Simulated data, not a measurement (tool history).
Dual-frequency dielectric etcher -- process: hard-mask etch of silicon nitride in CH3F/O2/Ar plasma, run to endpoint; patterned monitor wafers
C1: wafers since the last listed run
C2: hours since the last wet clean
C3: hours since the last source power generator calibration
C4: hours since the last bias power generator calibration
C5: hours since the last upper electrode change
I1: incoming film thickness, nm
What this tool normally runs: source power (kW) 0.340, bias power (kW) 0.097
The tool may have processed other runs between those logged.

{"run": 1, "hour": 0.0, "source power (kW)": 0.36, "bias power (kW)": 0.08, "C1": 0, "C2": 408.0, "C3": 4003.0, "C4": 4231.5, "C5": 3023.4, "I1": 54.5, "endpoint time (s)": 75.6}
{"run": 2, "hour": 12.5, "source power (kW)": 0.34, "bias power (kW)": 0.097, "C1": 179, "C2": 420.5, "C3": 4015.5, "C4": 4244.0, "C5": 3035.9, "I1": 54.9, "endpoint time (s)": 77.4}
{"run": 3, "hour": 23.9, "source power (kW)": 0.34, "bias power (kW)": 0.097, "C1": 163, "C2": 431.9, "C3": 4026.9, "C4": 4255.4, "C5": 3047.3, "I1": 54.6, "endpoint time (s)": 76.8}
{"run": 4, "hour": 34.1, "source power (kW)": 0.34, "bias power (kW)": 0.097, "C1": 146, "C2": 442.1, "C3": 4037.1, "C4": 4265.6, "C5": 3057.5, "I1": 54.9, "endpoint time (s)": 75.9}
{"hour": 49.5, "done": "source power generator calibrated"}
{"run": 5, "hour": 49.9, "source power (kW)": 0.34, "bias power (kW)": 0.097, "C1": 169, "C2": 457.9, "C3": 0.4, "C4": 4281.4, "C5": 3073.3, "I1": 55.0, "endpoint time (s)": 76.3}
{"run": 6, "hour": 65.8, "source power (kW)": 0.34, "bias power (kW)": 0.097, "C1": 228, "C2": 473.8, "C3": 16.3, "C4": 4297.3, "C5": 3089.2, "I1": 54.6, "endpoint time (s)": 76.2}
{"run": 7, "hour": 75.4, "source power (kW)": 0.34, "bias power (kW)": 0.091, "C1": 137, "C2": 483.4, "C3": 25.9, "C4": 4306.9, "C5": 3098.8, "I1": 54.5, "endpoint time (s)": 76.1}
{"run": 8, "hour": 90.3, "source power (kW)": 0.34, "bias power (kW)": 0.115, "C1": 213, "C2": 498.3, "C3": 40.8, "C4": 4321.8, "C5": 3113.7, "I1": 54.3, "endpoint time (s)": 71.9}
{"run": 9, "hour": 107.7, "source power (kW)": 0.34, "bias power (kW)": 0.115, "C1": 249, "C2": 515.7, "C3": 58.2, "C4": 4339.2, "C5": 3131.1, "I1": 54.4, "endpoint time (s)": 72.7}
{"run": 10, "hour": 123.8, "source power (kW)": 0.34, "bias power (kW)": 0.115, "C1": 231, "C2": 531.8, "C3": 74.3, "C4": 4355.3, "C5": 3147.2, "I1": 54.3, "endpoint time (s)": 73.0}
{"run": 11, "hour": 130.8, "source power (kW)": 0.34, "bias power (kW)": 0.097, "C1": 100, "C2": 538.8, "C3": 81.3, "C4": 4362.3, "C5": 3154.2, "I1": 54.8, "endpoint time (s)": 76.3}
{"run": 12, "hour": 184.4, "source power (kW)": 0.34, "bias power (kW)": 0.097, "C1": 769, "C2": 592.4, "C3": 134.9, "C4": 4415.9, "C5": 3207.8, "I1": 54.5, "endpoint time (s)": 76.0}
{"run": 13, "hour": 196.8, "source power (kW)": 0.34, "bias power (kW)": 0.097, "C1": 177, "C2": 604.8, "C3": 147.3, "C4": 4428.3, "C5": 3220.2, "I1": 54.4, "endpoint time (s)": 75.6}
{"run": 14, "hour": 207.7, "source power (kW)": 0.31, "bias power (kW)": 0.119, "C1": 156, "C2": 615.7, "C3": 158.2, "C4": 4439.2, "C5": 3231.1, "I1": 54.6, "endpoint time (s)": 75.8}
{"run": 15, "hour": 220.8, "source power (kW)": 0.34, "bias power (kW)": 0.097, "C1": 188, "C2": 628.8, "C3": 171.3, "C4": 4452.3, "C5": 3244.2, "I1": 54.4, "endpoint time (s)": 75.7}
{"hour": 256.5, "done": "wet clean of the chamber"}
{"run": 16, "hour": 257.0, "source power (kW)": 0.34, "bias power (kW)": 0.097, "C1": 175, "C2": 0.5, "C3": 207.5, "C4": 4488.5, "C5": 3280.4, "I1": 54.2, "endpoint time (s)": 75.9}
{"run": 17, "hour": 257.3, "source power (kW)": 0.31, "bias power (kW)": 0.097, "C1": 4, "C2": 0.8, "C3": 207.8, "C4": 4488.8, "C5": 3280.7, "I1": 54.9, "endpoint time (s)": 81.0}
{"run": 18, "hour": 263.8, "source power (kW)": 0.37, "bias power (kW)": 0.089, "C1": 93, "C2": 7.3, "C3": 214.3, "C4": 4495.3, "C5": 3287.2, "I1": 54.1, "endpoint time (s)": 73.8}
{"run": 19, "hour": 272.9, "source power (kW)": 0.3, "bias power (kW)": 0.12, "C1": 130, "C2": 16.4, "C3": 223.4, "C4": 4504.4, "C5": 3296.3, "I1": 54.7, "endpoint time (s)": 78.1}
{"run": 20, "hour": 289.8, "source power (kW)": 0.31, "bias power (kW)": 0.12, "C1": 242, "C2": 33.3, "C3": 240.3, "C4": 4521.3, "C5": 3313.2, "I1": 54.5, "endpoint time (s)": 76.3}
{"hour": 310.3, "done": "bias power generator calibrated"}
{"hour": 317.2, "done": "upper electrode replaced"}
{"run": 21, "hour": 317.7, "source power (kW)": 0.38, "bias power (kW)": 0.081, "C1": 243, "C2": 61.2, "C3": 268.2, "C4": 7.4, "C5": 0.5, "I1": 54.3, "endpoint time (s)": 74.7}
{"run": 22, "hour": 319.6, "source power (kW)": 0.34, "bias power (kW)": 0.097, "C1": 27, "C2": 63.1, "C3": 270.1, "C4": 9.3, "C5": 2.4, "I1": 54.4, "endpoint time (s)": 75.6}
{"run": 23, "hour": 330.1, "source power (kW)": 0.34, "bias power (kW)": 0.097, "C1": 150, "C2": 73.6, "C3": 280.6, "C4": 19.8, "C5": 12.9, "I1": 54.6, "endpoint time (s)": 76.4}
{"run": 24, "hour": 336.7, "source power (kW)": 0.34, "bias power (kW)": 0.097, "C1": 94, "C2": 80.2, "C3": 287.2, "C4": 26.4, "C5": 19.5, "I1": 54.7, "endpoint time (s)": 74.7}
{"run": 25, "hour": 344.2, "source power (kW)": 0.34, "bias power (kW)": 0.097, "C1": 107, "C2": 87.7, "C3": 294.7, "C4": 33.9, "C5": 27.0, "I1": 54.5, "endpoint time (s)": 76.3}
{"run": 26, "hour": 356.6, "source power (kW)": 0.31, "bias power (kW)": 0.103, "C1": 177, "C2": 100.1, "C3": 307.1, "C4": 46.3, "C5": 39.4, "I1": 54.6, "endpoint time (s)": 80.9}
{"run": 27, "hour": 374.3, "source power (kW)": 0.34, "bias power (kW)": 0.097, "C1": 254, "C2": 117.8, "C3": 324.8, "C4": 64.0, "C5": 57.1, "I1": 55.0, "endpoint time (s)": 75.5}
{"run": 28, "hour": 384.1, "source power (kW)": 0.34, "bias power (kW)": 0.097, "C1": 140, "C2": 127.6, "C3": 334.6, "C4": 73.8, "C5": 66.9, "I1": 54.6, "endpoint time (s)": 76.1}
{"run": 29, "hour": 393.3, "source power (kW)": 0.34, "bias power (kW)": 0.105, "C1": 132, "C2": 136.8, "C3": 343.8, "C4": 83.0, "C5": 76.1, "I1": 54.8, "endpoint time (s)": 74.1}
{"run": 30, "hour": 409.6, "source power (kW)": 0.34, "bias power (kW)": 0.097, "C1": 233, "C2": 153.1, "C3": 360.1, "C4": 99.3, "C5": 92.4, "I1": 54.8, "endpoint time (s)": 76.3}
{"run": 31, "hour": 421.8, "source power (kW)": 0.39, "bias power (kW)": 0.097, "C1": 175, "C2": 165.3, "C3": 372.3, "C4": 111.5, "C5": 104.6, "I1": 53.8, "endpoint time (s)": 69.3}
{"run": 32, "hour": 436.7, "source power (kW)": 0.34, "bias power (kW)": 0.097, "C1": 213, "C2": 180.2, "C3": 387.2, "C4": 126.4, "C5": 119.5, "I1": 54.2, "endpoint time (s)": 75.9}
{"run": 33, "hour": 443.0, "source power (kW)": 0.34, "bias power (kW)": 0.11, "C1": 90, "C2": 186.5, "C3": 393.5, "C4": 132.7, "C5": 125.8, "I1": 54.5, "endpoint time (s)": 74.1}
{"run": 34, "hour": 456.8, "source power (kW)": 0.41, "bias power (kW)": 0.097, "C1": 198, "C2": 200.3, "C3": 407.3, "C4": 146.5, "C5": 139.6, "I1": 54.2, "endpoint time (s)": 68.0}
{"run": 35, "hour": 464.5, "source power (kW)": 0.28, "bias power (kW)": 0.097, "C1": 110, "C2": 208.0, "C3": 415.0, "C4": 154.2, "C5": 147.3, "I1": 53.9, "endpoint time (s)": 86.0}
{"run": 36, "hour": 473.5, "source power (kW)": 0.29, "bias power (kW)": 0.081, "C1": 129, "C2": 217.0, "C3": 424.0, "C4": 163.2, "C5": 156.3, "I1": 53.4, "endpoint time (s)": 85.4}
{"run": 37, "hour": 486.2, "source power (kW)": 0.34, "bias power (kW)": 0.106, "C1": 182, "C2": 229.7, "C3": 436.7, "C4": 175.9, "C5": 169.0, "I1": 54.8, "endpoint time (s)": 74.7}

Entry by entry between the runs, the difference in hidden state between the last listed run before and the first listed run after:
In the gap between runs 4 and 5: source power generator calibrated (hour 49.5)
  both runs share identical hidden conditions
In the gap between runs 15 and 16: wet clean of the chamber (hour 256.5)
  both runs share identical hidden conditions
In the gap between runs 20 and 21: bias power generator calibrated (hour 310.3); upper electrode replaced (hour 317.2)
  both runs share identical hidden conditions
